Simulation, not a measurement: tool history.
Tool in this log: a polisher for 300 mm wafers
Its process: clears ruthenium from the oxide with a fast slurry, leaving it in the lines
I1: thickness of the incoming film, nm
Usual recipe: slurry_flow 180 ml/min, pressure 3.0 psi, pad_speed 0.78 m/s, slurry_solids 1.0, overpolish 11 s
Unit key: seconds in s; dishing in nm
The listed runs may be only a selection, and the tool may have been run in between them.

run 1 hour=0.0 | slurry_flow=180 pressure=3.0 pad_speed=0.78 slurry_solids=1.2 overpolish=11 | I1=208.8 | seconds=40.1 dishing=38.8
-- hour=24.4 slurry blender recalibrated
-- hour=116.4 head pressure recalibrated
-- hour=122.4 worn pad replaced by a new one
run 2 hour=169.5 | slurry_flow=180 pressure=3.0 pad_speed=0.78 slurry_solids=1.2 overpolish=11 | I1=210.6 | seconds=42.6 dishing=38.3
run 3 hour=220.3 | slurry_flow=180 pressure=3.0 pad_speed=0.78 slurry_solids=1.0 overpolish=14 | I1=211.3 | seconds=47.6 dishing=43.3
run 4 hour=273.7 | slurry_flow=180 pressure=3.0 pad_speed=0.78 slurry_solids=1.0 overpolish=14 | I1=210.8 | seconds=44.1 dishing=42.9
run 5 hour=345.0 | slurry_flow=215 pressure=3.0 pad_speed=0.78 slurry_solids=1.0 overpolish=11 | I1=211.5 | seconds=43.1 dishing=37.5
-- hour=351.5 worn pad replaced by a new one
run 6 hour=386.5 | slurry_flow=215 pressure=3.0 pad_speed=0.78 slurry_solids=1.0 overpolish=11 | I1=206.3 | seconds=40.5 dishing=38.0
-- hour=393.5 head pressure recalibrated
run 7 hour=420.5 | slurry_flow=215 pressure=3.0 pad_speed=0.78 slurry_solids=1.0 overpolish=11 | I1=209.0 | seconds=55.9 dishing=32.0
run 8 hour=453.4 | slurry_flow=210 pressure=3.0 pad_speed=0.78 slurry_solids=1.0 overpolish=16 | I1=214.4 | seconds=54.3 dishing=41.2
-- hour=470.9 slurry blender recalibrated
run 9 hour=490.3 | slurry_flow=180 pressure=2.7 pad_speed=1.06 slurry_solids=0.8 overpolish=6 | I1=213.7 | seconds=53.4 dishing=18.3
-- hour=516.2 slurry nozzle cleaned
run 10 hour=522.4 | slurry_flow=215 pressure=3.0 pad_speed=0.78 slurry_solids=1.0 overpolish=11 | I1=208.4 | seconds=52.3 dishing=31.6
-- hour=585.1 head pressure recalibrated, repeated, since the last time left the tool worse
run 11 hour=590.4 | slurry_flow=180 pressure=3.7 pad_speed=0.90 slurry_solids=1.0 overpolish=4 | I1=211.2 | seconds=33.5 dishing=19.5
-- hour=597.3 worn pad replaced by a new one
run 12 hour=654.1 | slurry_flow=180 pressure=3.0 pad_speed=0.78 slurry_solids=1.0 overpolish=11 | I1=213.8 | seconds=46.8 dishing=36.6
run 13 hour=709.6 | slurry_flow=180 pressure=3.4 pad_speed=0.78 slurry_solids=1.0 overpolish=15 | I1=212.8 | seconds=40.1 dishing=50.5

Expected results for the next run?
run 14 hour=774.7 | slurry_flow=130 pressure=2.5 pad_speed=0.92 slurry_solids=1.0 overpolish=11 | I1=207.7 | seconds=? dishing=?

{"run 14": {"seconds": 47.2, "dishing": 34.6}}
Without the tool's hidden state the same run would have given seconds 50.8 s, dishing 32.6 nm.

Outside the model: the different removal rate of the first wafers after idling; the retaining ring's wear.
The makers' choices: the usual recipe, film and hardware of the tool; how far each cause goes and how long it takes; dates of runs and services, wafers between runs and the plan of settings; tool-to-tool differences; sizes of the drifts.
